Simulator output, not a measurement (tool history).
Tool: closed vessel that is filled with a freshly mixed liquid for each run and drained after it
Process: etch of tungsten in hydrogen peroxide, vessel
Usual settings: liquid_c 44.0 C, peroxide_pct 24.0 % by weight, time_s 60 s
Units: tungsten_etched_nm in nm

run,hour,liquid_c,peroxide_pct,time_s,"read-back film thickness of the tungsten reference wafer, read on the same gauge (nm)",tungsten_etched_nm
1,0.0,44.0,24.0,60,120.01,133.49
2,12.1,44.0,24.0,60,120.03,135.32
3,25.7,37.0,24.0,65,120.02,91.82
4,36.9,37.0,24.0,65,120.00,93.15
5,44.6,37.0,24.0,65,119.99,92.78
6,54.3,44.0,24.0,60,120.01,134.23
7,66.0,44.0,24.0,60,119.97,133.06
8,76.3,37.0,24.0,60,119.99,85.69
# hour 111.8: new drum of peroxide connected
9,123.5,44.0,25.5,35,119.99,78.17
10,137.2,44.0,24.0,60,120.01,131.26
# hour 149.9: peroxide flow meter replaced
11,151.1,44.0,24.0,60,119.99,131.46
# hour 158.5: new drum of peroxide connected, repeated, since the last time left the tool worse
12,166.0,44.0,24.0,60,120.00,135.77
# hour 177.8: gauge calibrated
13,178.1,39.5,24.0,60,119.96,101.84
# hour 182.4: thermometer replaced
14,195.5,44.0,24.0,60,119.98,137.19
15,206.9,44.0,30.0,80,119.98,205.18
16,219.7,44.0,24.0,60,120.02,137.43
17,231.5,34.0,20.5,60,120.01,65.38
18,248.8,44.0,18.0,90,119.98,178.24
19,258.6,40.5,20.5,45,119.97,75.90
20,268.6,44.0,27.0,30,120.01,72.72
21,276.0,47.5,24.0,90,120.06,255.18
22,292.4,50.0,18.0,40,119.96,114.84
23,308.6,44.0,17.5,75,119.99,145.84
24,323.1,53.5,26.5,75,120.02,321.32
25,344.3,44.0,24.0,60,120.01,137.25
26,354.4,44.0,24.0,60,119.99,135.59

The tool's hidden state at each run:
liquid colder than its thermometer reads (K): 0 in every run
peroxide flow below the setpoint (%): 0 in every run
gauge reads high (%): 0 in every run
H1: peroxide weaker than its label (%)
run,H1
1,4.34
2,4.44
3,4.56
4,4.66
5,4.72
6,4.81
7,4.91
8,5
9,10.1
10,10.2
11,10.4
12,0.122
13,0.226
14,0.376
15,0.474
16,0.584
17,0.686
18,0.835
19,0.919
20,1
21,1.07
22,1.21
23,1.35
24,1.47
25,1.66
26,1.74

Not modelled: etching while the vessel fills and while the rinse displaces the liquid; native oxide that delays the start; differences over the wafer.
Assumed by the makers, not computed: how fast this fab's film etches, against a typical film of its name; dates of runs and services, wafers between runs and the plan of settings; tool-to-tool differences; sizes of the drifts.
